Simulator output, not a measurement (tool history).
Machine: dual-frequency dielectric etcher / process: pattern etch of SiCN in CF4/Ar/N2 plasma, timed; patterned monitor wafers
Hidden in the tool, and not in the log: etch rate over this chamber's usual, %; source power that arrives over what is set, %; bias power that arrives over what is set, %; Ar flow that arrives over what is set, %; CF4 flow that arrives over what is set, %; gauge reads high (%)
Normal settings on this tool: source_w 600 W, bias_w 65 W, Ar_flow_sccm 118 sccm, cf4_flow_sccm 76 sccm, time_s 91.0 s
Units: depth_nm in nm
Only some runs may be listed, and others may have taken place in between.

run,day,source_w,bias_w,Ar_flow_sccm,cf4_flow_sccm,time_s,wafers since the last listed run,hours since the last wet clean,hours since the last source power generator calibration,hours since the last bias power generator calibration,hours since the last Ar flow controller change,hours since the last CF4 flow controller change,hours since the last upper electrode change,hours since the gauge calibration,"read-back reference wafer on the same gauge, depth_nm",depth_nm
1,0.000,550,65,101,76,91.0,0,211.7,134.1,4841.2,265.2,105.9,9.6,789.2,104.6,85.8
2,0.621,540,65,118,67,75.0,190,226.6,149.0,4856.1,280.1,120.8,24.5,804.1,104.6,66.4
3,1.529,600,65,118,76,91.0,278,248.4,170.8,4877.9,301.9,142.6,46.3,825.9,104.5,92.1
4,2.979,600,74,137,76,91.0,444,283.2,205.6,4912.7,336.7,177.4,81.1,860.7,104.6,91.5
5,3.500,600,65,118,76,91.0,159,295.7,218.1,4925.2,349.2,189.9,93.6,873.2,104.6,91.6
# day 4.238: gauge calibrated
6,4.646,600,65,118,76,91.0,351,323.2,245.6,4952.7,376.7,217.4,121.1,9.8,104.6,92.0
# day 6.417: wet clean of the chamber
7,6.438,600,65,118,76,91.0,242,0.5,288.6,4995.7,419.7,260.4,164.1,52.8,104.6,91.4
8,6.450,600,65,138,60,104.5,3,0.8,288.9,4996.0,420.0,260.7,164.4,53.1,104.6,97.0
9,6.908,600,50,145,76,102.5,140,11.8,299.9,5007.0,431.0,271.7,175.4,64.1,104.8,93.7
10,7.867,540,53,109,76,91.0,293,34.8,322.9,5030.0,454.0,294.7,198.4,87.1,104.7,79.2
11,8.742,600,65,147,66,91.0,268,55.8,343.9,5051.0,475.0,315.7,219.4,108.1,104.6,84.3
# day 9.254: bias power generator calibrated
12,9.867,470,65,118,76,91.0,293,82.8,370.9,14.7,502.0,342.7,246.4,135.1,104.5,70.2
13,10.917,710,65,118,76,117.0,321,108.0,396.1,39.9,527.2,367.9,271.6,160.3,104.6,139.4
14,11.704,600,72,100,91,72.5,241,126.9,415.0,58.8,546.1,386.8,290.5,179.2,104.6,79.2
15,13.054,600,75,118,90,91.0,413,159.3,447.4,91.2,578.5,419.2,322.9,211.6,104.8,97.1
16,14.204,600,56,118,71,76.0,352,186.9,475.0,118.8,606.1,446.8,350.5,239.2,104.7,72.7
17,14.854,600,79,88,76,83.5,199,202.5,490.6,134.4,621.7,462.4,366.1,254.8,104.5,91.9
18,15.479,600,65,118,76,91.0,191,217.5,505.6,149.4,636.7,477.4,381.1,269.8,104.6,90.6
19,16.817,600,58,118,76,113.0,409,249.6,537.7,181.5,668.8,509.5,413.2,301.9,104.6,109.0
20,17.921,600,65,118,65,91.0,338,276.1,564.2,208.0,695.3,536.0,439.7,328.4,104.6,87.9

Predict each of these 5 candidate next runs independently; none follows another, all start after run 20:
A,17.938,600,65,118,76,91.0,5,276.5,564.6,208.4,695.7,536.4,440.1,328.8,?,?
B,17.938,530,65,118,82,91.0,5,276.5,564.6,208.4,695.7,536.4,440.1,328.8,?,?
C,17.938,600,65,118,92,91.0,5,276.5,564.6,208.4,695.7,536.4,440.1,328.8,?,?
D,17.938,600,57,118,76,91.0,5,276.5,564.6,208.4,695.7,536.4,440.1,328.8,?,?
E,17.938,600,55,118,81,91.0,5,276.5,564.6,208.4,695.7,536.4,440.1,328.8,?,?

run,"read-back reference wafer on the same gauge, depth_nm",depth_nm
A,104.5,89.9
B,104.5,79.8
C,104.5,93.2
D,104.5,87.3
E,104.5,87.7
Stripped of hidden state, with their random variation kept, the same runs would have yielded:
run,depth_nm
A,92.0
B,81.7
C,95.3
D,89.3
E,89.7

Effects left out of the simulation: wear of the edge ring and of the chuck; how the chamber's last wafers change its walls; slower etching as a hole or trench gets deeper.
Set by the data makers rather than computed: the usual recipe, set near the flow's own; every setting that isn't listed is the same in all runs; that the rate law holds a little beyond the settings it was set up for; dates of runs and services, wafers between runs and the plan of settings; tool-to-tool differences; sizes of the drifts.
